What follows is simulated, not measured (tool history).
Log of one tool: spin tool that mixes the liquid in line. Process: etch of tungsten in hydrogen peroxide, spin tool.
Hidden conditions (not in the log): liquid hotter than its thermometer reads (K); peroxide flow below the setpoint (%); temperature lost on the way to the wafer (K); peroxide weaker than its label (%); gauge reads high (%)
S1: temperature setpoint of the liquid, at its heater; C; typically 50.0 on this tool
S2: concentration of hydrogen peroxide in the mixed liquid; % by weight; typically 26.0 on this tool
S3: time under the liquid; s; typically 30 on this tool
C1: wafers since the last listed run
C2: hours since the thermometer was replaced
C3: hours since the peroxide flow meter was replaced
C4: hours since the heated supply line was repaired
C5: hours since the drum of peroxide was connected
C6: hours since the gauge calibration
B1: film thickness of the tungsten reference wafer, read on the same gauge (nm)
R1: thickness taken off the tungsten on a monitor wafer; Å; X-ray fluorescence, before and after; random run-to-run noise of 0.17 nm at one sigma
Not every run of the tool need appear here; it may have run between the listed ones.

run,hour,S1,S2,S3,C1,C2,C3,C4,C5,C6,B1,R1
1,0.0,50.0,26.0,45,0,2093.4,727.7,3108.5,1249.7,431.3,39.99,588.3
2,13.4,50.0,26.0,30,163,2106.8,741.1,3121.9,1263.1,444.7,40.02,393.2
# hour 20.6: heated supply line repaired
3,28.0,50.0,26.0,30,165,2121.4,755.7,7.4,1277.7,459.3,40.00,499.0
# hour 29.6: gauge calibrated
4,37.7,57.0,26.0,30,118,2131.1,765.4,17.1,1287.4,8.1,40.01,756.3
5,44.3,57.0,26.0,30,80,2137.7,772.0,23.7,1294.0,14.7,40.01,755.0
6,53.1,57.0,26.0,30,107,2146.5,780.8,32.5,1302.8,23.5,39.97,759.4
7,61.8,53.0,26.0,25,106,2155.2,789.5,41.2,1311.5,32.2,40.02,495.5
8,76.2,50.0,18.5,30,175,2169.6,803.9,55.6,1325.9,46.6,40.00,418.8
# hour 95.1: peroxide flow meter replaced
9,97.9,54.5,26.0,30,252,2191.3,2.8,77.3,1347.6,68.3,40.01,648.8
# hour 112.1: thermometer replaced
10,113.9,50.0,23.5,30,182,1.8,18.8,93.3,1363.6,84.3,39.98,471.8
11,127.0,50.0,26.0,30,159,14.9,31.9,106.4,1376.7,97.4,40.03,495.5
12,136.0,50.0,26.0,30,109,23.9,40.9,115.4,1385.7,106.4,39.99,497.7
# hour 151.8: new drum of peroxide connected
13,171.5,56.5,30.0,15,420,59.4,76.4,150.9,19.7,141.9,39.99,391.3
14,179.4,50.0,26.0,30,96,67.3,84.3,158.8,27.6,149.8,40.00,490.5
15,190.8,59.5,30.0,30,138,78.7,95.7,170.2,39.0,161.2,40.01,927.3
16,197.2,47.0,19.0,40,77,85.1,102.1,176.6,45.4,167.6,39.97,466.6
17,239.4,50.0,30.0,30,514,127.3,144.3,218.8,87.6,209.8,40.02,527.5
18,256.9,50.0,30.0,15,213,144.8,161.8,236.3,105.1,227.3,39.98,264.6
19,268.0,50.0,23.0,30,135,155.9,172.9,247.4,116.2,238.4,40.02,456.8
20,280.8,50.0,26.0,30,155,168.7,185.7,260.2,129.0,251.2,39.99,486.8
21,295.9,43.0,26.0,20,184,183.8,200.8,275.3,144.1,266.3,40.02,209.6
22,305.0,50.0,26.0,15,110,192.9,209.9,284.4,153.2,275.4,40.03,244.9
23,314.4,50.0,26.0,50,114,202.3,219.3,293.8,162.6,284.8,39.97,815.4
24,324.1,47.5,21.0,30,118,212.0,229.0,303.5,172.3,294.5,40.00,376.3
25,332.0,50.0,18.5,30,96,219.9,236.9,311.4,180.2,302.4,39.98,411.0

Each row is a separate what-if for the run after 25, all from the same tool condition, not one after another. Results?
A,332.4,50.0,26.0,20,4,220.3,237.3,311.8,180.6,302.8,?,?
B,332.4,60.0,26.0,15,4,220.3,237.3,311.8,180.6,302.8,?,?
C,332.4,50.0,26.0,40,4,220.3,237.3,311.8,180.6,302.8,?,?
D,332.4,45.0,18.0,15,4,220.3,237.3,311.8,180.6,302.8,?,?
E,332.4,56.0,24.0,30,4,220.3,237.3,311.8,180.6,302.8,?,?

run,B1,R1
A,39.98,326.3
B,39.98,443.4
C,39.98,652.5
D,39.98,149.2
E,39.98,674.6
With the hidden condition removed and each run's random variation left untouched, the same runs would have given:
run,R1
A,334.6
B,454.0
C,669.1
D,153.1
E,691.1
